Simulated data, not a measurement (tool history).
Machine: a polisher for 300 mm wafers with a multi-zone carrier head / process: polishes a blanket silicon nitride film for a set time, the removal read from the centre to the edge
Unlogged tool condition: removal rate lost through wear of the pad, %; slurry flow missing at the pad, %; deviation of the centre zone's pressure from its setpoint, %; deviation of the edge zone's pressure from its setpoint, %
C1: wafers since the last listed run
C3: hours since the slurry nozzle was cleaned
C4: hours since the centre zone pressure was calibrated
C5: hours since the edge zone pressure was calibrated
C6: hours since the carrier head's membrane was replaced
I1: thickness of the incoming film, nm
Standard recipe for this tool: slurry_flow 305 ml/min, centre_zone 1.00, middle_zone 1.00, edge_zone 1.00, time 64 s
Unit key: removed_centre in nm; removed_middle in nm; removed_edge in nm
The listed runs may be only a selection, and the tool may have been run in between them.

{"run": 1, "hour": 0.0, "slurry_flow": 305, "centre_zone": 1.0, "middle_zone": 1.0, "edge_zone": 1.0, "time": 64, "C1": 0, "wafers polished on this pad": 174, "C3": 245.0, "C4": 479.9, "C5": 196.6, "C6": 2034.4, "I1": 781.6, "removed_centre": 167.6, "removed_middle": 158.1, "removed_edge": 156.8}
{"run": 2, "hour": 14.6, "slurry_flow": 305, "centre_zone": 1.0, "middle_zone": 1.0, "edge_zone": 1.0, "time": 64, "C1": 166, "wafers polished on this pad": 341, "C3": 259.6, "C4": 494.5, "C5": 211.2, "C6": 2049.0, "I1": 784.5, "removed_centre": 165.9, "removed_middle": 159.8, "removed_edge": 155.6}
{"run": 3, "hour": 30.1, "slurry_flow": 305, "centre_zone": 1.0, "middle_zone": 1.0, "edge_zone": 1.0, "time": 64, "C1": 176, "wafers polished on this pad": 517, "C3": 275.1, "C4": 510.0, "C5": 226.7, "C6": 2064.5, "I1": 785.2, "removed_centre": 165.6, "removed_middle": 160.9, "removed_edge": 156.6}
{"run": 4, "hour": 49.8, "slurry_flow": 305, "centre_zone": 1.0, "middle_zone": 1.0, "edge_zone": 1.0, "time": 51, "C1": 224, "wafers polished on this pad": 741, "C3": 294.8, "C4": 529.7, "C5": 246.4, "C6": 2084.2, "I1": 781.7, "removed_centre": 134.1, "removed_middle": 127.2, "removed_edge": 125.6}
{"run": 5, "hour": 72.0, "slurry_flow": 305, "centre_zone": 1.0, "middle_zone": 1.0, "edge_zone": 1.0, "time": 51, "C1": 252, "wafers polished on this pad": 994, "C3": 317.0, "C4": 551.9, "C5": 268.6, "C6": 2106.4, "I1": 787.3, "removed_centre": 135.4, "removed_middle": 128.7, "removed_edge": 124.5}
{"hour": 85.8, "done": "worn pad replaced by a new one"}
{"run": 6, "hour": 94.9, "slurry_flow": 305, "centre_zone": 1.0, "middle_zone": 1.0, "edge_zone": 1.0, "time": 51, "C1": 215, "wafers polished on this pad": 103, "C3": 339.9, "C4": 574.8, "C5": 291.5, "C6": 2129.3, "I1": 775.1, "removed_centre": 132.7, "removed_middle": 126.5, "removed_edge": 124.7}
{"run": 7, "hour": 123.2, "slurry_flow": 240, "centre_zone": 1.0, "middle_zone": 1.0, "edge_zone": 1.0, "time": 64, "C1": 322, "wafers polished on this pad": 425, "C3": 368.2, "C4": 603.1, "C5": 319.8, "C6": 2157.6, "I1": 784.3, "removed_centre": 163.5, "removed_middle": 155.7, "removed_edge": 154.8}
{"run": 8, "hour": 149.6, "slurry_flow": 240, "centre_zone": 1.0, "middle_zone": 1.0, "edge_zone": 1.0, "time": 64, "C1": 300, "wafers polished on this pad": 726, "C3": 394.6, "C4": 629.5, "C5": 346.2, "C6": 2184.0, "I1": 771.8, "removed_centre": 160.0, "removed_middle": 154.5, "removed_edge": 152.8}
{"hour": 168.2, "done": "centre zone pressure recalibrated"}
{"hour": 175.8, "done": "worn pad replaced by a new one"}
{"run": 9, "hour": 176.3, "slurry_flow": 305, "centre_zone": 1.0, "middle_zone": 1.0, "edge_zone": 1.0, "time": 64, "C1": 235, "wafers polished on this pad": 6, "C3": 421.3, "C4": 8.1, "C5": 372.9, "C6": 2210.7, "I1": 779.0, "removed_centre": 164.4, "removed_middle": 160.9, "removed_edge": 156.5}
{"hour": 186.7, "done": "edge zone pressure recalibrated"}
{"run": 10, "hour": 190.1, "slurry_flow": 305, "centre_zone": 1.0, "middle_zone": 1.0, "edge_zone": 1.05, "time": 64, "C1": 134, "wafers polished on this pad": 140, "C3": 435.1, "C4": 21.9, "C5": 3.4, "C6": 2224.5, "I1": 769.3, "removed_centre": 168.0, "removed_middle": 160.6, "removed_edge": 161.7}
{"hour": 203.1, "done": "carrier head's membrane replaced by a new one"}
{"run": 11, "hour": 206.9, "slurry_flow": 375, "centre_zone": 1.0, "middle_zone": 1.08, "edge_zone": 1.1, "time": 64, "C1": 134, "wafers polished on this pad": 274, "C3": 451.9, "C4": 38.7, "C5": 20.2, "C6": 3.8, "I1": 780.7, "removed_centre": 166.2, "removed_middle": 172.3, "removed_edge": 166.9}
{"hour": 261.2, "done": "slurry nozzle cleaned"}
{"hour": 265.1, "done": "worn pad replaced by a new one"}
{"run": 12, "hour": 287.3, "slurry_flow": 365, "centre_zone": 1.11, "middle_zone": 1.0, "edge_zone": 0.88, "time": 76, "C1": 859, "wafers polished on this pad": 252, "C3": 26.1, "C4": 119.1, "C5": 100.6, "C6": 84.2, "I1": 777.1, "removed_centre": 221.4, "removed_middle": 191.5, "removed_edge": 177.6}
{"run": 13, "hour": 321.7, "slurry_flow": 305, "centre_zone": 0.95, "middle_zone": 0.94, "edge_zone": 1.03, "time": 53, "C1": 391, "wafers polished on this pad": 644, "C3": 60.5, "C4": 153.5, "C5": 135.0, "C6": 118.6, "I1": 775.0, "removed_centre": 128.3, "removed_middle": 125.6, "removed_edge": 132.7}
{"run": 14, "hour": 338.5, "slurry_flow": 305, "centre_zone": 1.0, "middle_zone": 1.0, "edge_zone": 1.0, "time": 64, "C1": 191, "wafers polished on this pad": 835, "C3": 77.3, "C4": 170.3, "C5": 151.8, "C6": 135.4, "I1": 776.4, "removed_centre": 165.2, "removed_middle": 159.6, "removed_edge": 157.1}
{"run": 15, "hour": 354.9, "slurry_flow": 305, "centre_zone": 1.0, "middle_zone": 1.0, "edge_zone": 1.08, "time": 42, "C1": 186, "wafers polished on this pad": 1022, "C3": 93.7, "C4": 186.7, "C5": 168.2, "C6": 151.8, "I1": 785.5, "removed_centre": 109.3, "removed_middle": 105.5, "removed_edge": 106.2}
{"hour": 365.0, "done": "worn pad replaced by a new one"}
{"run": 16, "hour": 384.0, "slurry_flow": 265, "centre_zone": 0.95, "middle_zone": 1.0, "edge_zone": 0.88, "time": 56, "C1": 285, "wafers polished on this pad": 216, "C3": 122.8, "C4": 215.8, "C5": 197.3, "C6": 180.9, "I1": 774.2, "removed_centre": 135.7, "removed_middle": 140.3, "removed_edge": 128.2}
{"run": 17, "hour": 411.8, "slurry_flow": 340, "centre_zone": 1.0, "middle_zone": 1.0, "edge_zone": 1.0, "time": 64, "C1": 316, "wafers polished on this pad": 532, "C3": 150.6, "C4": 243.6, "C5": 225.1, "C6": 208.7, "I1": 767.8, "removed_centre": 165.1, "removed_middle": 162.6, "removed_edge": 157.1}

4 options for the next run, each taken on its own from the tool as it stands now. Forecast them:
{"run": "A", "hour": 412.3, "slurry_flow": 255, "centre_zone": 1.0, "middle_zone": 1.0, "edge_zone": 1.0, "time": 64, "C1": 5, "wafers polished on this pad": 538, "C3": 151.1, "C4": 244.1, "C5": 225.6, "C6": 209.2, "I1": 781.7, "removed_centre": "?", "removed_middle": "?", "removed_edge": "?"}
{"run": "B", "hour": 412.3, "slurry_flow": 305, "centre_zone": 0.94, "middle_zone": 1.0, "edge_zone": 0.88, "time": 64, "C1": 5, "wafers polished on this pad": 538, "C3": 151.1, "C4": 244.1, "C5": 225.6, "C6": 209.2, "I1": 781.7, "removed_centre": "?", "removed_middle": "?", "removed_edge": "?"}
{"run": "C", "hour": 412.3, "slurry_flow": 380, "centre_zone": 1.05, "middle_zone": 1.0, "edge_zone": 1.09, "time": 83, "C1": 5, "wafers polished on this pad": 538, "C3": 151.1, "C4": 244.1, "C5": 225.6, "C6": 209.2, "I1": 781.7, "removed_centre": "?", "removed_middle": "?", "removed_edge": "?"}
{"run": "D", "hour": 412.3, "slurry_flow": 305, "centre_zone": 1.0, "middle_zone": 0.95, "edge_zone": 0.93, "time": 71, "C1": 5, "wafers polished on this pad": 538, "C3": 151.1, "C4": 244.1, "C5": 225.6, "C6": 209.2, "I1": 781.7, "removed_centre": "?", "removed_middle": "?", "removed_edge": "?"}

run=A removed_centre=165.0 removed_middle=156.3 removed_edge=154.4
run=B removed_centre=158.4 removed_middle=159.4 removed_edge=147.6
run=C removed_centre=234.6 removed_middle=210.5 removed_edge=215.2
run=D removed_centre=187.0 removed_middle=169.3 removed_edge=168.1
Stripped of hidden state, with their random variation kept, the same runs would have yielded:
run=A removed_centre=165.0 removed_middle=156.3 removed_edge=154.4
run=B removed_centre=158.4 removed_middle=159.4 removed_edge=147.6
run=C removed_centre=234.6 removed_middle=210.5 removed_edge=215.2
run=D removed_centre=187.0 removed_middle=169.3 removed_edge=168.1
